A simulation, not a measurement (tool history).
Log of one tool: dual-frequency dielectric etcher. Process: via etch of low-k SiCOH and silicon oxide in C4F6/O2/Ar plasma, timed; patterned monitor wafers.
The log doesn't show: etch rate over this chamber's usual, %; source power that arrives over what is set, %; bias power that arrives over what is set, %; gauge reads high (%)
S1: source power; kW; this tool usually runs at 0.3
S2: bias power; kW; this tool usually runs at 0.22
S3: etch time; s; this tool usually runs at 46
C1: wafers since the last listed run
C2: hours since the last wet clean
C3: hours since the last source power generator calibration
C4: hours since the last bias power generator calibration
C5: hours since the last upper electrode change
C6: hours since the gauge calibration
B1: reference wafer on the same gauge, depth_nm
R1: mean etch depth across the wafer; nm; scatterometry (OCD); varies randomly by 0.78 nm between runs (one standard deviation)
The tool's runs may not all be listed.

run	day	S1	S2	S3	C1	C2	C3	C4	C5	C6	B1	R1
1	0	0.3	0.22	46	0	574.1	3231.1	2066.3	2762.5	1575.8	119	121.9
2	1.954	0.3	0.22	46	894	621	3278	2113.2	2809.4	1622.7	118.7	120.4
# day 4.946: wet clean of the chamber
3	4.967	0.3	0.22	46	921	0.5	3350.3	2185.5	2881.7	1695	119.3	120.7
# day 5.342: source power generator calibrated
4	5.996	0.3	0.22	46	394	25.2	15.7	2210.2	2906.4	1719.7	119.4	119.7
5	8.238	0.3	0.22	46	1026	79	69.5	2264	2960.2	1773.5	118.9	120.6
6	9.725	0.28	0.261	46	680	114.7	105.2	2299.7	2995.9	1809.2	119.5	127.4
# day 11.9: upper electrode replaced, of another model than before
7	12.196	0.28	0.261	46	673	174	164.5	2359	7.1	1868.5	118.9	130.5
8	13.417	0.23	0.22	56.5	558	203.3	193.8	2388.3	36.4	1897.8	119.2	125.5
9	15.592	0.3	0.201	46	995	255.5	246	2440.5	88.6	1950	118.8	109.2
10	16.746	0.3	0.268	37.5	528	283.2	273.7	2468.2	116.3	1977.7	119	113.5
# day 17.4: gauge calibrated
11	19.696	0.3	0.183	46	1350	354	344.5	2539	187.1	55.1	119.4	99
12	22.567	0.32	0.22	32.5	1314	422.9	413.4	2607.9	256	124	119.1	86.5
13	24.862	0.3	0.22	59.5	1051	478	468.5	2663	311.1	179.1	119	151.9
14	27.5	0.35	0.195	46	1207	541.3	531.8	2726.3	374.4	242.4	119.1	113.4
15	29.821	0.3	0.168	56.5	1062	597	587.5	2782	430.1	298.1	118.7	109.6
16	30.988	0.37	0.22	33	534	625	615.5	2810	458.1	326.1	118.9	92.9
# day 33.496: bias power generator calibrated
# day 33.779: wet clean of the chamber
17	33.8	0.3	0.22	46	1080	0.5	683	7.3	525.6	393.6	119.3	121.8
18	35.038	0.35	0.22	46	566	30.2	712.7	37	555.3	423.3	119.4	131.8
19	37.058	0.3	0.22	46	925	78.7	761.2	85.5	603.8	471.8	118.5	122.9
20	39.3	0.3	0.22	46	1026	132.5	815	139.3	657.6	525.6	118.7	122.7
21	41.533	0.3	0.204	42	1022	186.1	868.6	192.9	711.2	579.2	119.1	105
22	43.996	0.3	0.26	46	1127	245.2	927.7	252	770.3	638.3	119.2	139.3
23	46.083	0.3	0.169	46	955	295.3	977.8	302.1	820.4	688.4	119	93.4
24	47.517	0.23	0.168	56.5	656	329.7	1012.2	336.5	854.8	722.8	118.7	98
25	49	0.3	0.19	46	679	365.3	1047.8	372.1	890.4	758.4	118.8	107.5
26	51.471	0.25	0.272	33.5	1131	424.6	1107.1	431.4	949.7	817.7	119.2	96.7
27	53.992	0.3	0.22	46	1154	485.1	1167.6	491.9	1010.2	878.2	118.8	122.9
28	57.042	0.3	0.22	46	1396	558.3	1240.8	565.1	1083.4	951.4	118.9	123.1

5 ways to go on from here, each from the tool as it stands after run 28. What would each give?
A	57.058	0.3	0.247	46	7	558.7	1241.2	565.5	1083.8	951.8	?	?
B	57.058	0.36	0.178	35	7	558.7	1241.2	565.5	1083.8	951.8	?	?
C	57.058	0.3	0.22	35	7	558.7	1241.2	565.5	1083.8	951.8	?	?
D	57.058	0.36	0.22	41	7	558.7	1241.2	565.5	1083.8	951.8	?	?
E	57.058	0.38	0.167	39.5	7	558.7	1241.2	565.5	1083.8	951.8	?	?

run	B1	R1
A	118.9	135.6
B	118.9	83.3
C	118.9	93.9
D	118.9	120.1
E	118.9	89.3
With no hidden state in the tool, these same runs would have given:
run	R1
A	135.8
B	83.4
C	94
D	120.2
E	89.4

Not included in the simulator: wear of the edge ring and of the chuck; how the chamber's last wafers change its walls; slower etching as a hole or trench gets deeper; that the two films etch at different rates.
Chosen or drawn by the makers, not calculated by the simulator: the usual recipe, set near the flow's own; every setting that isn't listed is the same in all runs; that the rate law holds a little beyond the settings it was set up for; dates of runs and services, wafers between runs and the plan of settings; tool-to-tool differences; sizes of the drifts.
